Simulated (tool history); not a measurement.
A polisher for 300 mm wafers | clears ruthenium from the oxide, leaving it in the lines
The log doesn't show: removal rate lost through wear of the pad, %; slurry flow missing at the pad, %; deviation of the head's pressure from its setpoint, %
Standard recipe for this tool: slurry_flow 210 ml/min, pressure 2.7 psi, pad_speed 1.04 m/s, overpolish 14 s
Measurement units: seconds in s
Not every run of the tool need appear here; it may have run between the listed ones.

run	hour	slurry_flow	pressure	pad_speed	overpolish	wafers since the last listed run	wafers polished on this pad	hours since the slurry nozzle was cleaned	hours since the head pressure was calibrated	incoming thickness of the incoming film, nm	seconds
1	0	210	2.7	1.04	14	0	2687	465.7	692.5	126.1	70.6
2	70.1	210	2.7	1.04	14	589	3277	535.8	762.6	125.7	71.8
# hour 99.8: slurry nozzle cleaned
3	122.6	210	2.7	1.04	14	433	3710	22.8	815.1	124.2	63.9
# hour 126.9: head pressure recalibrated
4	218.1	210	2.7	1.04	14	786	4496	118.3	91.2	124.1	64.4
5	310.8	210	2.7	1.04	14	779	5275	211	183.9	126.1	66.9
# hour 386.1: worn pad replaced by a new one
6	408	210	2.7	1.04	14	783	184	308.2	281.1	123.9	66.9
7	729.7	210	2.7	1.04	14	2705	2889	629.9	602.8	122.5	68.7
# hour 737.3: slurry nozzle cleaned
8	796.9	210	2.7	1.04	14	556	3446	59.6	670	127.9	66.2
# hour 859: head pressure recalibrated
9	871	210	2.7	1.04	14	606	4052	133.7	12	124.7	65.3
# hour 1052.2: worn pad replaced by a new one
10	1079.2	210	2.7	1.22	14	1717	226	341.9	220.2	125.3	60.2
11	1185.3	210	2.7	1.22	14	892	1119	448	326.3	123.8	58.7
12	1229.7	210	2.7	1.04	14	373	1492	492.4	370.7	124.9	70.9
13	1292	210	2.7	1.04	14	523	2016	554.7	433	126.2	70
14	1363.1	210	2.7	1.04	14	597	2614	625.8	504.1	122.9	69
15	1464.1	210	2.7	1.04	14	849	3463	726.8	605.1	125.1	71.6
# hour 1468.5: slurry nozzle cleaned
16	1525.6	210	2.7	1.04	14	508	3972	57.1	666.6	125	64.1
17	1600.1	210	2.7	1.04	14	626	4598	131.6	741.1	125.3	64.5
18	1639.9	210	2.7	1.04	14	334	4933	171.4	780.9	123.8	65.1
# hour 1664.2: head pressure recalibrated
19	1713.7	210	3.6	1.34	14	603	5537	245.2	49.5	123.4	43.2
# hour 1720.9: worn pad replaced by a new one
20	1781.3	170	2.3	1.04	14	534	507	312.8	117.1	123.9	76.1
21	1856.2	210	2.7	1.04	14	629	1137	387.7	192	127.4	69
22	1912.8	210	2.7	0.82	14	475	1613	444.3	248.6	122.8	83.6
23	1957	175	2.7	1.04	9	371	1985	488.5	292.8	125.2	72.1
24	2055.8	270	3.4	0.74	11	830	2815	587.3	391.6	125	76.6
# hour 2105.6: slurry nozzle cleaned
25	2124.5	210	3.3	1.04	14	569	3385	18.9	460.3	124.7	55
26	2178.5	210	2.7	0.72	10	454	3839	72.9	514.3	123.7	88.1
27	2215.5	140	2.7	1.04	14	311	4150	109.9	551.3	125.5	70.2
# hour 2329.6: worn pad replaced by a new one
# hour 2361: head pressure recalibrated
28	2465.3	180	3.1	1.32	18	2050	1124	359.7	104.3	124.7	52.6
29	2504.8	210	2.7	1.04	14	332	1456	399.2	143.8	125.1	68.9
30	2572.4	210	2.3	0.74	7	568	2025	466.8	211.4	126.4	102.6
31	2673.9	210	2.7	1.04	14	853	2878	568.3	312.9	125.7	68.8

Run 32 comes next. What will it give?
32	2710.2	245	2.1	0.82	20	305	3183	604.6	349.2	124.6	?

{"run 32": {"seconds": 94.6}}
Had the tool carried no hidden state, the very same run would have given seconds 86.9 s.
